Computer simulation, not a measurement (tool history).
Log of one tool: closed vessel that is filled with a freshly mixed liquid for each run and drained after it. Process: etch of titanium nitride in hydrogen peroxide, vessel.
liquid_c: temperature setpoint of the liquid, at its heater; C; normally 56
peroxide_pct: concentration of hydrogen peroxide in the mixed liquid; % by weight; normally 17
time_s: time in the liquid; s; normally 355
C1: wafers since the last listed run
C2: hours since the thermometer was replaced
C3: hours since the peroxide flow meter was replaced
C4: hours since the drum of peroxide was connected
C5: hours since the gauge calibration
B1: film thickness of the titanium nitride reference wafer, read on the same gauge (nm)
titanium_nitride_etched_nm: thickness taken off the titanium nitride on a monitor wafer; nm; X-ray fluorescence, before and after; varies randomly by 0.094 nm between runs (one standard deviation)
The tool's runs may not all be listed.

run 1 hour=0 | liquid_c=56 peroxide_pct=17 time_s=480 | C1=0 C2=66.9 C3=190.7 C4=1302.9 C5=880.2 | B1=80.03 | titanium_nitride_etched_nm=21.76
-- hour=42.2 new drum of peroxide connected
run 2 hour=79.8 | liquid_c=56 peroxide_pct=17 time_s=480 | C1=8325 C2=146.7 C3=270.5 C4=37.6 C5=960 | B1=80.01 | titanium_nitride_etched_nm=21.43
run 3 hour=154.6 | liquid_c=56 peroxide_pct=17 time_s=480 | C1=7903 C2=221.5 C3=345.3 C4=112.4 C5=1034.8 | B1=79.99 | titanium_nitride_etched_nm=21.45
-- hour=193.8 peroxide flow meter replaced
run 4 hour=220.1 | liquid_c=56 peroxide_pct=17 time_s=355 | C1=6814 C2=287 C3=26.3 C4=177.9 C5=1100.3 | B1=80.02 | titanium_nitride_etched_nm=15.77
run 5 hour=293.3 | liquid_c=56 peroxide_pct=17 time_s=355 | C1=7733 C2=360.2 C3=99.5 C4=251.1 C5=1173.5 | B1=80.01 | titanium_nitride_etched_nm=15.67
run 6 hour=376.6 | liquid_c=56 peroxide_pct=18 time_s=355 | C1=8801 C2=443.5 C3=182.8 C4=334.4 C5=1256.8 | B1=79.99 | titanium_nitride_etched_nm=15.67
run 7 hour=471.3 | liquid_c=56 peroxide_pct=17 time_s=415 | C1=10005 C2=538.2 C3=277.5 C4=429.1 C5=1351.5 | B1=79.96 | titanium_nitride_etched_nm=18.41
run 8 hour=562.8 | liquid_c=56 peroxide_pct=17 time_s=415 | C1=9667 C2=629.7 C3=369 C4=520.6 C5=1443 | B1=80 | titanium_nitride_etched_nm=18.1
run 9 hour=622.2 | liquid_c=56 peroxide_pct=17 time_s=355 | C1=6275 C2=689.1 C3=428.4 C4=580 C5=1502.4 | B1=80 | titanium_nitride_etched_nm=15.31
-- hour=630.3 peroxide flow meter replaced
run 10 hour=690.9 | liquid_c=56 peroxide_pct=17 time_s=355 | C1=7152 C2=757.8 C3=60.6 C4=648.7 C5=1571.1 | B1=80 | titanium_nitride_etched_nm=15.35
-- hour=691.9 gauge calibrated
-- hour=732.4 thermometer replaced
run 11 hour=781.1 | liquid_c=65 peroxide_pct=20 time_s=295 | C1=9424 C2=48.7 C3=150.8 C4=738.9 C5=89.2 | B1=80.02 | titanium_nitride_etched_nm=25.31
run 12 hour=860.1 | liquid_c=56 peroxide_pct=17 time_s=480 | C1=8346 C2=127.7 C3=229.8 C4=817.9 C5=168.2 | B1=79.99 | titanium_nitride_etched_nm=21.31
run 13 hour=941.8 | liquid_c=59 peroxide_pct=14.5 time_s=280 | C1=8632 C2=209.4 C3=311.5 C4=899.6 C5=249.9 | B1=79.99 | titanium_nitride_etched_nm=14.97
run 14 hour=995.2 | liquid_c=56 peroxide_pct=17 time_s=355 | C1=5642 C2=262.8 C3=364.9 C4=953 C5=303.3 | B1=80.01 | titanium_nitride_etched_nm=15.85
-- hour=1070.1 peroxide flow meter replaced
run 15 hour=1110.3 | liquid_c=52 peroxide_pct=21 time_s=355 | C1=12055 C2=377.9 C3=40.2 C4=1068.1 C5=418.4 | B1=80 | titanium_nitride_etched_nm=12.41
run 16 hour=1215.9 | liquid_c=56 peroxide_pct=20.5 time_s=205 | C1=11157 C2=483.5 C3=145.8 C4=1173.7 C5=524 | B1=79.99 | titanium_nitride_etched_nm=9.43
-- hour=1236 new drum of peroxide connected
run 17 hour=1302 | liquid_c=56 peroxide_pct=21.5 time_s=490 | C1=8991 C2=569.6 C3=231.9 C4=66 C5=610.1 | B1=79.98 | titanium_nitride_etched_nm=22.64
run 18 hour=1378 | liquid_c=56 peroxide_pct=17 time_s=355 | C1=8029 C2=645.6 C3=307.9 C4=142 C5=686.1 | B1=80 | titanium_nitride_etched_nm=15.51
run 19 hour=1437.2 | liquid_c=56 peroxide_pct=15 time_s=355 | C1=6254 C2=704.8 C3=367.1 C4=201.2 C5=745.3 | B1=80 | titanium_nitride_etched_nm=15.17
-- hour=1513.5 peroxide flow meter replaced
run 20 hour=1534.7 | liquid_c=51.5 peroxide_pct=21 time_s=550 | C1=10195 C2=802.3 C3=21.2 C4=298.7 C5=842.8 | B1=80.01 | titanium_nitride_etched_nm=18.19
run 21 hour=1581.9 | liquid_c=56 peroxide_pct=12 time_s=355 | C1=4986 C2=849.5 C3=68.4 C4=345.9 C5=890 | B1=80 | titanium_nitride_etched_nm=14.29

Across each entry between runs, compare the hidden state at the last listed run before it with the hidden state at the first listed run after it:
Between runs 1 and 2: new drum of peroxide connected (hour 42.2)
  liquid colder than its thermometer reads (K): 0.0954 -> 0.153
  what was measured, less what the result would be without the hidden state, titanium_nitride_etched_nm: -0.15 -> -0.22 nm
Between runs 3 and 4: peroxide flow meter replaced (hour 193.8)
  liquid colder than its thermometer reads (K): 0.207 -> 0.254
  what was measured, less what the result would be without the hidden state, titanium_nitride_etched_nm: -0.31 -> -0.28 nm
Between runs 9 and 10: peroxide flow meter replaced (hour 630.3)
  liquid colder than its thermometer reads (K): 0.544 -> 0.594
  what was measured, less what the result would be without the hidden state, titanium_nitride_etched_nm: -0.58 -> -0.65 nm
Between runs 10 and 11: gauge calibrated (hour 691.9); thermometer replaced (hour 732.4)
  liquid colder than its thermometer reads (K): 0.594 -> 0.0597
  what was measured, less what the result would be without the hidden state, titanium_nitride_etched_nm: -0.65 -> -0.1 nm
Between runs 14 and 15: peroxide flow meter replaced (hour 1070.1)
  liquid colder than its thermometer reads (K): 0.214 -> 0.297
  what was measured, less what the result would be without the hidden state, titanium_nitride_etched_nm: -0.23 -> -0.27 nm
Between runs 16 and 17: new drum of peroxide connected (hour 1236)
  liquid colder than its thermometer reads (K): 0.373 -> 0.435
  what was measured, less what the result would be without the hidden state, titanium_nitride_etched_nm: -0.24 -> -0.71 nm
Between runs 19 and 20: peroxide flow meter replaced (hour 1513.5)
  liquid colder than its thermometer reads (K): 0.533 -> 0.603
  what was measured, less what the result would be without the hidden state, titanium_nitride_etched_nm: -0.57 -> -0.8 nm

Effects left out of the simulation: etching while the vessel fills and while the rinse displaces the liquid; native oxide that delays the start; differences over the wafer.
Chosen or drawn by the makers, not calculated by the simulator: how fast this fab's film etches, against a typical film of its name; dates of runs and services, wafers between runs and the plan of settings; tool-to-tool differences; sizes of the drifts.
